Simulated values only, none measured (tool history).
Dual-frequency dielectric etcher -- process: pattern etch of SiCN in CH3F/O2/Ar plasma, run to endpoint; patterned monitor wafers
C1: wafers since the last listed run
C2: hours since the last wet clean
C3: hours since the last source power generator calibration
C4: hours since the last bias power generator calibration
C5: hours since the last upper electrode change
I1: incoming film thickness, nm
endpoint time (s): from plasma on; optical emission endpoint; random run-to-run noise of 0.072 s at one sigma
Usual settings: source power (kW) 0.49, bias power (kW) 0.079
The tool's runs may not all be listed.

{"run": 1, "hour": 0.0, "source power (kW)": 0.49, "bias power (kW)": 0.073, "C1": 0, "C2": 211.9, "C3": 2131.2, "C4": 1814.5, "C5": 4223.8, "I1": 5.66, "endpoint time (s)": 15}
{"run": 2, "hour": 74.1, "source power (kW)": 0.49, "bias power (kW)": 0.073, "C1": 1450, "C2": 286, "C3": 2205.3, "C4": 1888.6, "C5": 4297.9, "I1": 5.58, "endpoint time (s)": 15.1}
{"run": 3, "hour": 165.7, "source power (kW)": 0.49, "bias power (kW)": 0.079, "C1": 1792, "C2": 377.6, "C3": 2296.9, "C4": 1980.2, "C5": 4389.5, "I1": 5.56, "endpoint time (s)": 14.5}
{"run": 4, "hour": 213.8, "source power (kW)": 0.57, "bias power (kW)": 0.079, "C1": 941, "C2": 425.7, "C3": 2345, "C4": 2028.3, "C5": 4437.6, "I1": 5.58, "endpoint time (s)": 14}
{"run": 5, "hour": 260.7, "source power (kW)": 0.57, "bias power (kW)": 0.079, "C1": 917, "C2": 472.6, "C3": 2391.9, "C4": 2075.2, "C5": 4484.5, "I1": 5.59, "endpoint time (s)": 14.1}
{"run": 6, "hour": 303.6, "source power (kW)": 0.57, "bias power (kW)": 0.079, "C1": 839, "C2": 515.5, "C3": 2434.8, "C4": 2118.1, "C5": 4527.4, "I1": 5.58, "endpoint time (s)": 14.1}
{"run": 7, "hour": 395.1, "source power (kW)": 0.49, "bias power (kW)": 0.079, "C1": 1790, "C2": 607, "C3": 2526.3, "C4": 2209.6, "C5": 4618.9, "I1": 5.59, "endpoint time (s)": 15}
{"hour": 443.5, "done": "wet clean of the chamber"}
{"run": 8, "hour": 456.4, "source power (kW)": 0.49, "bias power (kW)": 0.079, "C1": 729, "C2": 12.9, "C3": 2587.6, "C4": 2270.9, "C5": 4680.2, "I1": 5.54, "endpoint time (s)": 14}
{"run": 9, "hour": 559.4, "source power (kW)": 0.49, "bias power (kW)": 0.079, "C1": 2015, "C2": 115.9, "C3": 2690.6, "C4": 2373.9, "C5": 4783.2, "I1": 5.62, "endpoint time (s)": 14.4}
{"run": 10, "hour": 613.2, "source power (kW)": 0.49, "bias power (kW)": 0.079, "C1": 1052, "C2": 169.7, "C3": 2744.4, "C4": 2427.7, "C5": 4837, "I1": 5.61, "endpoint time (s)": 14.3}
{"run": 11, "hour": 680.5, "source power (kW)": 0.49, "bias power (kW)": 0.079, "C1": 1317, "C2": 237, "C3": 2811.7, "C4": 2495, "C5": 4904.3, "I1": 5.66, "endpoint time (s)": 14.6}
{"run": 12, "hour": 755.9, "source power (kW)": 0.44, "bias power (kW)": 0.094, "C1": 1475, "C2": 312.4, "C3": 2887.1, "C4": 2570.4, "C5": 4979.7, "I1": 5.58, "endpoint time (s)": 14.1}
{"run": 13, "hour": 851.2, "source power (kW)": 0.49, "bias power (kW)": 0.079, "C1": 1864, "C2": 407.7, "C3": 2982.4, "C4": 2665.7, "C5": 5075, "I1": 5.52, "endpoint time (s)": 14.5}
{"hour": 911.0, "done": "upper electrode replaced"}
{"run": 14, "hour": 911.5, "source power (kW)": 0.57, "bias power (kW)": 0.079, "C1": 710, "C2": 468, "C3": 3042.7, "C4": 2726, "C5": 0.5, "I1": 5.51, "endpoint time (s)": 13.7}
{"hour": 933.2, "done": "source power generator calibrated"}
{"run": 15, "hour": 974.8, "source power (kW)": 0.41, "bias power (kW)": 0.098, "C1": 1160, "C2": 531.3, "C3": 41.6, "C4": 2789.3, "C5": 63.8, "I1": 5.57, "endpoint time (s)": 14.4}
{"hour": 999.4, "done": "wet clean of the chamber"}
{"hour": 1049.1, "done": "bias power generator calibrated"}
{"run": 16, "hour": 1079.6, "source power (kW)": 0.37, "bias power (kW)": 0.067, "C1": 1502, "C2": 80.2, "C3": 146.4, "C4": 30.5, "C5": 168.6, "I1": 5.63, "endpoint time (s)": 16.5}
{"run": 17, "hour": 1128.5, "source power (kW)": 0.44, "bias power (kW)": 0.068, "C1": 956, "C2": 129.1, "C3": 195.3, "C4": 79.4, "C5": 217.5, "I1": 5.59, "endpoint time (s)": 15.5}
{"run": 18, "hour": 1214.3, "source power (kW)": 0.57, "bias power (kW)": 0.079, "C1": 1679, "C2": 214.9, "C3": 281.1, "C4": 165.2, "C5": 303.3, "I1": 5.64, "endpoint time (s)": 13.8}
{"run": 19, "hour": 1260.4, "source power (kW)": 0.43, "bias power (kW)": 0.068, "C1": 902, "C2": 261, "C3": 327.2, "C4": 211.3, "C5": 349.4, "I1": 5.63, "endpoint time (s)": 16}
{"run": 20, "hour": 1298.8, "source power (kW)": 0.44, "bias power (kW)": 0.094, "C1": 751, "C2": 299.4, "C3": 365.6, "C4": 249.7, "C5": 387.8, "I1": 5.6, "endpoint time (s)": 14.2}
{"run": 21, "hour": 1349.9, "source power (kW)": 0.4, "bias power (kW)": 0.079, "C1": 1000, "C2": 350.5, "C3": 416.7, "C4": 300.8, "C5": 438.9, "I1": 5.53, "endpoint time (s)": 15.3}
{"run": 22, "hour": 1440.4, "source power (kW)": 0.45, "bias power (kW)": 0.065, "C1": 1771, "C2": 441, "C3": 507.2, "C4": 391.3, "C5": 529.4, "I1": 5.55, "endpoint time (s)": 16}
{"run": 23, "hour": 1513.7, "source power (kW)": 0.43, "bias power (kW)": 0.086, "C1": 1434, "C2": 514.3, "C3": 580.5, "C4": 464.6, "C5": 602.7, "I1": 5.58, "endpoint time (s)": 14.8}

Forecast each of these 5 alternatives for the next run:
{"run": "A", "hour": 1514.1, "source power (kW)": 0.49, "bias power (kW)": 0.079, "C1": 7, "C2": 514.7, "C3": 580.9, "C4": 465, "C5": 603.1, "I1": 5.62, "endpoint time (s)": "?"}
{"run": "B", "hour": 1514.1, "source power (kW)": 0.49, "bias power (kW)": 0.098, "C1": 7, "C2": 514.7, "C3": 580.9, "C4": 465, "C5": 603.1, "I1": 5.62, "endpoint time (s)": "?"}
{"run": "C", "hour": 1514.1, "source power (kW)": 0.55, "bias power (kW)": 0.069, "C1": 7, "C2": 514.7, "C3": 580.9, "C4": 465, "C5": 603.1, "I1": 5.62, "endpoint time (s)": "?"}
{"run": "D", "hour": 1514.1, "source power (kW)": 0.58, "bias power (kW)": 0.073, "C1": 7, "C2": 514.7, "C3": 580.9, "C4": 465, "C5": 603.1, "I1": 5.62, "endpoint time (s)": "?"}
{"run": "E", "hour": 1514.1, "source power (kW)": 0.59, "bias power (kW)": 0.066, "C1": 7, "C2": 514.7, "C3": 580.9, "C4": 465, "C5": 603.1, "I1": 5.62, "endpoint time (s)": "?"}

run=A endpoint_time_(s)=14.8
run=B endpoint_time_(s)=13.7
run=C endpoint_time_(s)=15
run=D endpoint_time_(s)=14.5
run=E endpoint_time_(s)=14.9
Without the tool's hidden state the same runs would have given:
run=A endpoint_time_(s)=14.2
run=B endpoint_time_(s)=13.1
run=C endpoint_time_(s)=14.3
run=D endpoint_time_(s)=13.8
run=E endpoint_time_(s)=14.2
